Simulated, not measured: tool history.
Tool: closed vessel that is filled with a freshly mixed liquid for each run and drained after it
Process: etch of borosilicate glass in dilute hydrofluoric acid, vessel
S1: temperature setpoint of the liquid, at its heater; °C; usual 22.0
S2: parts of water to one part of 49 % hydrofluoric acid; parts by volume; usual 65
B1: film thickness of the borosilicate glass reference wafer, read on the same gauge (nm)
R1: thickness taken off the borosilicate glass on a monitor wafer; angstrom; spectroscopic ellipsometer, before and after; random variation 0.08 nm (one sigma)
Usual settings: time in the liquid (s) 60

Run 1, hour 0.0: usual settings but S2 40 parts by volume; B1 70.01. Result: R1 349.2 angstrom.
Run 2, hour 71.5: usual settings but S2 90 parts by volume; B1 70.03. Result: R1 145.9 angstrom.
Run 3, hour 95.5: usual settings but S2 60 parts by volume; B1 70.02. Result: R1 226.9 angstrom.
Run 4, hour 163.2: usual settings but S2 60 parts by volume; B1 70.01. Result: R1 227.1 angstrom.
Run 5, hour 193.5: usual settings but S2 60 parts by volume; B1 69.99. Result: R1 228.9 angstrom.
Run 6, hour 249.4: usual settings; B1 70.05. Result: R1 210.3 angstrom.
Run 7, hour 301.5: usual settings; B1 70.00. Result: R1 209.8 angstrom.
Run 8, hour 350.2: usual settings; B1 69.98. Result: R1 211.0 angstrom.
Run 9, hour 431.0: usual settings; B1 69.98. Result: R1 210.3 angstrom.
Run 10, hour 481.6: usual settings; B1 70.00. Result: R1 210.3 angstrom.
Run 11, hour 505.8: usual settings but time in the liquid (s) 50; B1 69.95. Result: R1 174.9 angstrom.
Run 12, hour 533.6: usual settings but S1 26.0 °C, S2 75 parts by volume, time in the liquid (s) 30; B1 69.97. Result: R1 106.0 angstrom.
At hour 553.6: hydrofluoric acid flow meter replaced.
Run 13, hour 575.2: usual settings but S1 23.5 °C, S2 40 parts by volume; B1 70.00. Result: R1 379.2 angstrom.
At hour 629.3: gauge calibrated.
At hour 639.7: thermometer replaced.
Run 14, hour 646.1: usual settings; B1 70.02. Result: R1 201.4 angstrom.

Forecast run 15:
Run 15, hour 701.0: usual settings but S1 25.0 °C, S2 45 parts by volume, time in the liquid (s) 70; B1 ?. Result: R1 ?.

Run 15 gave B1 70.02, R1 395.4 angstrom.
Without the tool's hidden state the same run would have given R1 391.3 angstrom.
